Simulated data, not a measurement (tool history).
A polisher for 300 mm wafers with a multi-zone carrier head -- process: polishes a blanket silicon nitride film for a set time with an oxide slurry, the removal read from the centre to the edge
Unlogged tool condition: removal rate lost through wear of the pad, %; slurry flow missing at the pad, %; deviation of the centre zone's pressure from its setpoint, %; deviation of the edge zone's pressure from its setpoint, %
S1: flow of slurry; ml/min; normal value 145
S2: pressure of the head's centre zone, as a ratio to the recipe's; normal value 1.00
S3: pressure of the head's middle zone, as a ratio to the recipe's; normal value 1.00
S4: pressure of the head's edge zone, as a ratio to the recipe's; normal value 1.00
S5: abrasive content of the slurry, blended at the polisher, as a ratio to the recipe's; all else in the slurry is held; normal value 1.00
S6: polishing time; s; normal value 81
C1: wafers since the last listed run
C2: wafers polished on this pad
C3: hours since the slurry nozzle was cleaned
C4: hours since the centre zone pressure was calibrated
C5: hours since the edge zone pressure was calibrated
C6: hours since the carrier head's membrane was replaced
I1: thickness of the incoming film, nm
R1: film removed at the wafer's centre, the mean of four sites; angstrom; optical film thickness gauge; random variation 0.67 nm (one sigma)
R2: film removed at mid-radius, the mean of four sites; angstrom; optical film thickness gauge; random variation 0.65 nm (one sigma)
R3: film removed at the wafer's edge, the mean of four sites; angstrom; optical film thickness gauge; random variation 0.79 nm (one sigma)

| run | day | S1 | S2 | S3 | S4 | S5 | S6 | C1 | C2 | C3 | C4 | C5 | C6 | I1 | R1 | R2 | R3 |
|---|---|---|---|---|---|---|---|---|---|---|---|---|---|---|---|---|---|
| 1 | 0.000 | 145 | 1.00 | 1.00 | 1.00 | 1.00 | 81 | 0 | 124 | 209.4 | 7.1 | 487.7 | 886.1 | 569.2 | 549 | 533 | 574 |
| 2 | 0.900 | 135 | 1.00 | 1.00 | 1.00 | 1.00 | 81 | 222 | 347 | 231.0 | 28.7 | 509.3 | 907.7 | 571.5 | 538 | 526 | 555 |
|  | 1.379 | slurry nozzle cleaned |
| 3 | 1.721 | 145 | 1.00 | 1.00 | 1.00 | 1.00 | 81 | 192 | 540 | 8.2 | 48.4 | 529.0 | 927.4 | 567.4 | 552 | 536 | 574 |
| 4 | 3.096 | 145 | 1.00 | 1.00 | 1.00 | 1.00 | 81 | 339 | 880 | 41.2 | 81.4 | 562.0 | 960.4 | 568.1 | 546 | 547 | 572 |
| 5 | 3.758 | 145 | 1.00 | 1.00 | 1.00 | 1.00 | 81 | 163 | 1043 | 57.1 | 97.3 | 577.9 | 976.3 | 572.1 | 555 | 538 | 564 |
|  | 4.975 | carrier head's membrane replaced by a new one |
| 6 | 5.167 | 145 | 1.00 | 1.00 | 1.00 | 1.15 | 81 | 296 | 1340 | 90.9 | 131.1 | 611.7 | 4.6 | 579.5 | 615 | 586 | 627 |
| 7 | 6.062 | 145 | 1.00 | 1.05 | 1.00 | 1.00 | 106 | 221 | 1562 | 112.4 | 152.6 | 633.2 | 26.1 | 561.5 | 721 | 716 | 744 |
|  | 6.433 | worn pad replaced by a new one |
| 8 | 6.904 | 145 | 0.90 | 1.00 | 1.00 | 1.00 | 81 | 166 | 116 | 132.6 | 172.8 | 653.4 | 46.3 | 575.5 | 493 | 531 | 569 |
| 9 | 8.288 | 145 | 1.00 | 1.09 | 1.00 | 1.00 | 81 | 342 | 458 | 165.8 | 206.0 | 686.6 | 79.5 | 566.9 | 558 | 569 | 562 |
|  | 8.862 | edge zone pressure recalibrated |
| 10 | 8.883 | 145 | 1.11 | 0.93 | 1.00 | 1.00 | 81 | 126 | 585 | 180.1 | 220.3 | 0.5 | 93.8 | 566.7 | 612 | 495 | 560 |
| 11 | 10.008 | 145 | 1.00 | 1.00 | 1.11 | 1.00 | 81 | 278 | 863 | 207.1 | 247.3 | 27.5 | 120.8 | 567.8 | 565 | 538 | 599 |
|  | 12.804 | worn pad replaced by a new one |
| 12 | 12.825 | 145 | 1.00 | 1.00 | 1.00 | 1.00 | 81 | 655 | 5 | 274.7 | 314.9 | 95.1 | 188.4 | 577.1 | 559 | 543 | 565 |
|  | 12.950 | slurry nozzle cleaned |
| 13 | 13.708 | 145 | 1.00 | 0.89 | 1.00 | 1.00 | 104 | 208 | 213 | 18.2 | 336.1 | 116.3 | 209.6 | 575.6 | 730 | 616 | 727 |
| 14 | 15.129 | 145 | 0.95 | 1.00 | 1.00 | 1.00 | 81 | 351 | 564 | 52.3 | 370.2 | 150.4 | 243.7 | 576.8 | 521 | 517 | 588 |
| 15 | 15.708 | 145 | 1.00 | 1.00 | 1.00 | 1.00 | 81 | 143 | 707 | 66.2 | 384.1 | 164.3 | 257.6 | 577.2 | 543 | 532 | 575 |
| 16 | 16.896 | 190 | 1.00 | 1.00 | 1.05 | 0.90 | 106 | 293 | 1001 | 94.7 | 412.6 | 192.8 | 286.1 | 570.5 | 709 | 680 | 729 |
| 17 | 17.608 | 145 | 1.00 | 1.00 | 1.00 | 1.00 | 81 | 176 | 1177 | 111.8 | 429.7 | 209.9 | 303.2 | 570.0 | 543 | 535 | 583 |
| 18 | 18.238 | 145 | 1.00 | 1.00 | 1.10 | 1.10 | 81 | 155 | 1333 | 126.9 | 444.8 | 225.0 | 318.3 | 578.2 | 597 | 567 | 636 |
|  | 19.046 | worn pad replaced by a new one |
| 19 | 19.329 | 145 | 1.00 | 0.92 | 1.00 | 1.30 | 81 | 228 | 70 | 153.1 | 471.0 | 251.2 | 344.5 | 575.7 | 651 | 574 | 667 |
| 20 | 19.971 | 125 | 1.00 | 1.00 | 1.00 | 1.00 | 99 | 158 | 228 | 168.5 | 486.4 | 266.6 | 359.9 | 566.7 | 663 | 646 | 690 |
| 21 | 21.288 | 145 | 1.00 | 1.00 | 1.00 | 1.00 | 81 | 325 | 554 | 200.1 | 518.0 | 298.2 | 391.5 | 576.5 | 545 | 532 | 573 |

State the hidden condition of the tool at each of the runs:
removal rate lost through wear of the pad, %: 0 on each run
slurry flow missing at the pad, %: 0 on each run
deviation of the centre zone's pressure from its setpoint, %: 0 on each run
deviation of the edge zone's pressure from its setpoint, %: 0 on each run
